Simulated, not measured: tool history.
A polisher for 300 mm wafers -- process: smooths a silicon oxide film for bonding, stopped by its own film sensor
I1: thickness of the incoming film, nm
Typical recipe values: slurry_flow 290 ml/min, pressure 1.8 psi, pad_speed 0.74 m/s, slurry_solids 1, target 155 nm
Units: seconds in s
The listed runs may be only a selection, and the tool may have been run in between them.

Run 1, day 0: usual settings but target 164 nm; I1 190.1. Result: seconds 47.5 s.
Run 2, day 0.662: usual settings but target 164 nm; I1 188.6. Result: seconds 44.8 s.
Run 3, day 1.821: usual settings but target 164 nm; I1 190.9. Result: seconds 49.9 s.
At day 2.558: slurry blender recalibrated.
At day 4.375: worn pad replaced by a new one.
Run 4, day 5.158: usual settings; I1 189.1. Result: seconds 62.1 s.
Run 5, day 6.083: usual settings but slurry_solids 0.8; I1 188. Result: seconds 65.6 s.
Run 6, day 7.558: usual settings but slurry_solids 0.8; I1 193.7. Result: seconds 79.2 s.
At day 7.9: slurry blender recalibrated.
Run 7, day 8.208: usual settings; I1 190.8. Result: seconds 59.8 s.
Run 8, day 9.754: usual settings; I1 186.1. Result: seconds 56.4 s.
At day 10.083: worn pad replaced by a new one.
Run 9, day 11.221: usual settings; I1 193.7. Result: seconds 69.1 s.
At day 12.162: slurry nozzle cleaned.
Run 10, day 12.396: usual settings; I1 187.7. Result: seconds 60.3 s.
At day 13.3: head pressure recalibrated.
Run 11, day 13.321: usual settings; I1 189. Result: seconds 63 s.
At day 13.412: slurry blender recalibrated.
Run 12, day 14.658: usual settings but slurry_flow 250 ml/min, pad_speed 0.52 m/s; I1 191.3. Result: seconds 78.6 s.
At day 15.388: worn pad replaced by a new one, of another model than before.
Run 13, day 15.958: usual settings; I1 187.2. Result: seconds 57.8 s.
Run 14, day 17.171: usual settings but slurry_flow 255 ml/min, slurry_solids 0.9; I1 188.3. Result: seconds 62 s.
Run 15, day 18.283: usual settings but pad_speed 0.5 m/s; I1 188.3. Result: seconds 85.3 s.
At day 19.108: slurry blender recalibrated.
Run 16, day 19.721: usual settings; I1 192.2. Result: seconds 65.1 s.
At day 19.971: worn pad replaced by a new one.
Run 17, day 20.608: usual settings but slurry_flow 365 ml/min, pressure 2.3 psi, pad_speed 0.96 m/s, target 161 nm; I1 189.9. Result: seconds 34.9 s.
Run 18, day 22.108: usual settings but pressure 2.3 psi, pad_speed 0.62 m/s, target 161 nm; I1 192.3. Result: seconds 55 s.
Run 19, day 23.388: usual settings but slurry_flow 210 ml/min, pressure 2.2 psi, pad_speed 0.94 m/s, target 145 nm; I1 188.9. Result: seconds 58.3 s.
Run 20, day 24.196: usual settings but slurry_flow 215 ml/min; I1 193.1. Result: seconds 71.1 s.
At day 24.529: slurry blender recalibrated.
At day 24.904: worn pad replaced by a new one.
Run 21, day 24.925: usual settings but slurry_solids 0.75; I1 191.6. Result: seconds 69.8 s.
Run 22, day 25.967: usual settings but slurry_flow 250 ml/min, pressure 2 psi, slurry_solids 1.15, target 148 nm; I1 190.2. Result: seconds 65 s.

3 ways to go on from here, each from the tool as it stands after run 22. What would each give?
Run A, day 25.983: usual settings; I1 188.9. Result: seconds ?.
Run B, day 25.983: usual settings but pad_speed 0.86 m/s; I1 188.9. Result: seconds ?.
Run C, day 25.983: usual settings but slurry_flow 320 ml/min, pressure 2.4 psi, pad_speed 0.66 m/s, slurry_solids 0.7; I1 188.9. Result: seconds ?.

run  seconds
  A     60.1
  B     53.1
  C     62.5
Take away the tool's hidden state, keep each run's random variation, and the runs would have read:
run  seconds
  A     56.6
  B       50
  C     58.3

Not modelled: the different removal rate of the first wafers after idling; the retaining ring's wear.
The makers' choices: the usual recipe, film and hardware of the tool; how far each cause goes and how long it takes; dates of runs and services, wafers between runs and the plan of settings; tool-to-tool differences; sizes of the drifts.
